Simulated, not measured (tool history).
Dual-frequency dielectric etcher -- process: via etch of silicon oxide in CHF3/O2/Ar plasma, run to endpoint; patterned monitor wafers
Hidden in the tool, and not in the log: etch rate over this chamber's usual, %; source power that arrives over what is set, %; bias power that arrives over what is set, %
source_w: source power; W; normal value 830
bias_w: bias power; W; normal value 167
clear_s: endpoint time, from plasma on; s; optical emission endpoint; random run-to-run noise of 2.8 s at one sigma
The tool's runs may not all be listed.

| run | hour | source_w | bias_w | wafers since the last listed run | hours since the last wet clean | hours since the last source power generator calibration | hours since the last bias power generator calibration | hours since the last upper electrode change | incoming incoming film thickness, nm | clear_s |
|---|---|---|---|---|---|---|---|---|---|---|
| 1 | 0.0 | 830 | 167 | 0 | 289.1 | 3480.1 | 782.1 | 948.9 | 783.6 | 325.2 |
| 2 | 55.4 | 830 | 167 | 201 | 344.5 | 3535.5 | 837.5 | 1004.3 | 774.0 | 314.6 |
| 3 | 132.9 | 830 | 167 | 281 | 422.0 | 3613.0 | 915.0 | 1081.8 | 773.0 | 310.7 |
|  | 158.0 | wet clean of the chamber |
| 4 | 182.6 | 830 | 167 | 93 | 24.6 | 3662.7 | 964.7 | 1131.5 | 779.1 | 338.0 |
| 5 | 255.0 | 830 | 167 | 262 | 97.0 | 3735.1 | 1037.1 | 1203.9 | 774.6 | 329.4 |
| 6 | 291.3 | 830 | 167 | 131 | 133.3 | 3771.4 | 1073.4 | 1240.2 | 774.3 | 321.4 |
| 7 | 381.9 | 830 | 167 | 329 | 223.9 | 3862.0 | 1164.0 | 1330.8 | 776.5 | 328.4 |
| 8 | 418.6 | 830 | 167 | 133 | 260.6 | 3898.7 | 1200.7 | 1367.5 | 768.9 | 324.6 |
| 9 | 485.5 | 900 | 167 | 243 | 327.5 | 3965.6 | 1267.6 | 1434.4 | 768.0 | 312.5 |
| 10 | 551.2 | 900 | 167 | 238 | 393.2 | 4031.3 | 1333.3 | 1500.1 | 772.6 | 309.9 |
| 11 | 595.5 | 830 | 167 | 160 | 437.5 | 4075.6 | 1377.6 | 1544.4 | 769.7 | 314.5 |
|  | 649.6 | wet clean of the chamber |
| 12 | 671.7 | 830 | 167 | 189 | 22.1 | 4151.8 | 1453.8 | 1620.6 | 772.0 | 336.0 |
| 13 | 738.3 | 830 | 167 | 241 | 88.7 | 4218.4 | 1520.4 | 1687.2 | 779.6 | 331.2 |
| 14 | 839.5 | 910 | 167 | 367 | 189.9 | 4319.6 | 1621.6 | 1788.4 | 766.1 | 311.8 |
| 15 | 911.9 | 1040 | 167 | 262 | 262.3 | 4392.0 | 1694.0 | 1860.8 | 771.8 | 303.1 |
| 16 | 962.9 | 770 | 135 | 185 | 313.3 | 4443.0 | 1745.0 | 1911.8 | 774.4 | 368.3 |
| 17 | 1046.0 | 750 | 146 | 301 | 396.4 | 4526.1 | 1828.1 | 1994.9 | 775.3 | 359.2 |
|  | 1090.4 | source power generator calibrated |
| 18 | 1141.2 | 830 | 167 | 331 | 491.6 | 50.8 | 1923.3 | 2090.1 | 767.2 | 312.4 |
|  | 1195.8 | wet clean of the chamber |
| 19 | 1197.7 | 960 | 135 | 118 | 1.9 | 107.3 | 1979.8 | 2146.6 | 775.8 | 349.5 |
|  | 1354.9 | upper electrode replaced |
|  | 1377.2 | bias power generator calibrated |
| 20 | 1405.4 | 830 | 167 | 652 | 209.6 | 315.0 | 28.2 | 50.5 | 771.0 | 321.9 |
| 21 | 1448.5 | 970 | 137 | 156 | 252.7 | 358.1 | 71.3 | 93.6 | 777.0 | 336.0 |
| 22 | 1556.3 | 970 | 137 | 391 | 360.5 | 465.9 | 179.1 | 201.4 | 779.2 | 333.2 |
| 23 | 1616.0 | 830 | 167 | 216 | 420.2 | 525.6 | 238.8 | 261.1 | 779.3 | 319.4 |
|  | 1691.0 | wet clean of the chamber |
| 24 | 1691.5 | 750 | 209 | 187 | 0.5 | 601.1 | 314.3 | 336.6 | 777.6 | 314.1 |
| 25 | 1789.2 | 1010 | 207 | 354 | 98.2 | 698.8 | 412.0 | 434.3 | 769.5 | 284.8 |
| 26 | 1888.7 | 830 | 167 | 361 | 197.7 | 798.3 | 511.5 | 533.8 | 772.2 | 327.5 |
|  | 2122.9 | wet clean of the chamber |
| 27 | 2184.9 | 620 | 147 | 988 | 62.0 | 1094.5 | 807.7 | 830.0 | 770.1 | 387.4 |
| 28 | 2247.5 | 830 | 127 | 227 | 124.6 | 1157.1 | 870.3 | 892.6 | 764.5 | 374.2 |
| 29 | 2325.1 | 1010 | 167 | 281 | 202.2 | 1234.7 | 947.9 | 970.2 | 775.1 | 305.5 |

Forecast each of these 5 alternatives for the next run:
| A | 2325.6 | 830 | 141 | 1 | 202.7 | 1235.2 | 948.4 | 970.7 | 773.2 | ? |
| B | 2325.6 | 650 | 198 | 1 | 202.7 | 1235.2 | 948.4 | 970.7 | 773.2 | ? |
| C | 2325.6 | 930 | 193 | 1 | 202.7 | 1235.2 | 948.4 | 970.7 | 773.2 | ? |
| D | 2325.6 | 830 | 143 | 1 | 202.7 | 1235.2 | 948.4 | 970.7 | 773.2 | ? |
| E | 2325.6 | 630 | 167 | 1 | 202.7 | 1235.2 | 948.4 | 970.7 | 773.2 | ? |

| run | clear_s |
|---|---|
| A | 351.6 |
| B | 328.0 |
| C | 294.1 |
| D | 349.3 |
| E | 357.7 |
Take away the tool's hidden state, keep each run's random variation, and the runs would have read:
| run | clear_s |
|---|---|
| A | 359.9 |
| B | 335.8 |
| C | 301.1 |
| D | 357.6 |
| E | 366.1 |
